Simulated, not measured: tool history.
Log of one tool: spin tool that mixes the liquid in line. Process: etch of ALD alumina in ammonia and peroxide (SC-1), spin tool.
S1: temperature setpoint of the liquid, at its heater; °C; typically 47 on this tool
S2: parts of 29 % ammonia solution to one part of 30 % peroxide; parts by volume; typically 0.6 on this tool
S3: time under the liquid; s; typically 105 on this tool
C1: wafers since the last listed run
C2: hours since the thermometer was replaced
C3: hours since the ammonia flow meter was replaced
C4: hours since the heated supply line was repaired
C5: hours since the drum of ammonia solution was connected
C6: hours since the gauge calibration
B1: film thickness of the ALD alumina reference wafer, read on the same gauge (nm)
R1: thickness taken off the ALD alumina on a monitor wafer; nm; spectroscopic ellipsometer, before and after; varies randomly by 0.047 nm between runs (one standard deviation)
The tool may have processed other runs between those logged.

run,hour,S1,S2,S3,C1,C2,C3,C4,C5,C6,B1,R1
1,0,47,0.6,105,0,799,272.1,301.4,20.5,46.3,59.98,8.58
2,86.7,47,0.65,105,880,885.7,358.8,388.1,107.2,133,59.98,8.61
3,139.5,47,0.6,105,536,938.5,411.6,440.9,160,185.8,60.01,8.43
4,222.6,47,0.6,105,844,1021.6,494.7,524,243.1,268.9,59.98,8.38
5,274.9,53,0.85,105,531,1073.9,547,576.3,295.4,321.2,60.02,12.11
6,328.4,41.5,0.3,80,543,1127.4,600.5,629.8,348.9,374.7,60.03,4.29
7,387.6,52,0.7,105,601,1186.6,659.7,689,408.1,433.9,60.03,11.17
# hour 424.4: heated supply line repaired
8,433.4,47,0.6,105,455,1232.4,705.5,9,453.9,479.7,60,8.81
# hour 440.3: ammonia flow meter replaced
9,532.3,56.5,0.45,130,994,1331.3,92,107.9,552.8,578.6,60.03,17.73
10,633.8,47,0.6,105,1031,1432.8,193.5,209.4,654.3,680.1,59.99,8.63
11,702.5,55.5,0.45,150,698,1501.5,262.2,278.1,723,748.8,59.99,18.98
# hour 775.4: thermometer replaced
12,775.9,56.5,0.35,50,735,0.5,335.6,351.5,796.4,822.2,60.01,6.42
13,849.7,47,0.4,80,749,74.3,409.4,425.3,870.2,896,59.97,6.19
# hour 871.2: new drum of ammonia solution connected
14,921.7,42,0.6,55,721,146.3,481.4,497.3,50.5,968,59.98,3.3

Run 15 is up next; what results do you expect?
# hour 1007.3: ammonia flow meter replaced
15,1025.4,56.5,0.7,75,1043,250,18.1,601,154.2,1071.7,?,?

B1: 59.99
R1: 10.09 nm
The same run, on a tool lacking any hidden state, would have yielded R1 10.7 nm.

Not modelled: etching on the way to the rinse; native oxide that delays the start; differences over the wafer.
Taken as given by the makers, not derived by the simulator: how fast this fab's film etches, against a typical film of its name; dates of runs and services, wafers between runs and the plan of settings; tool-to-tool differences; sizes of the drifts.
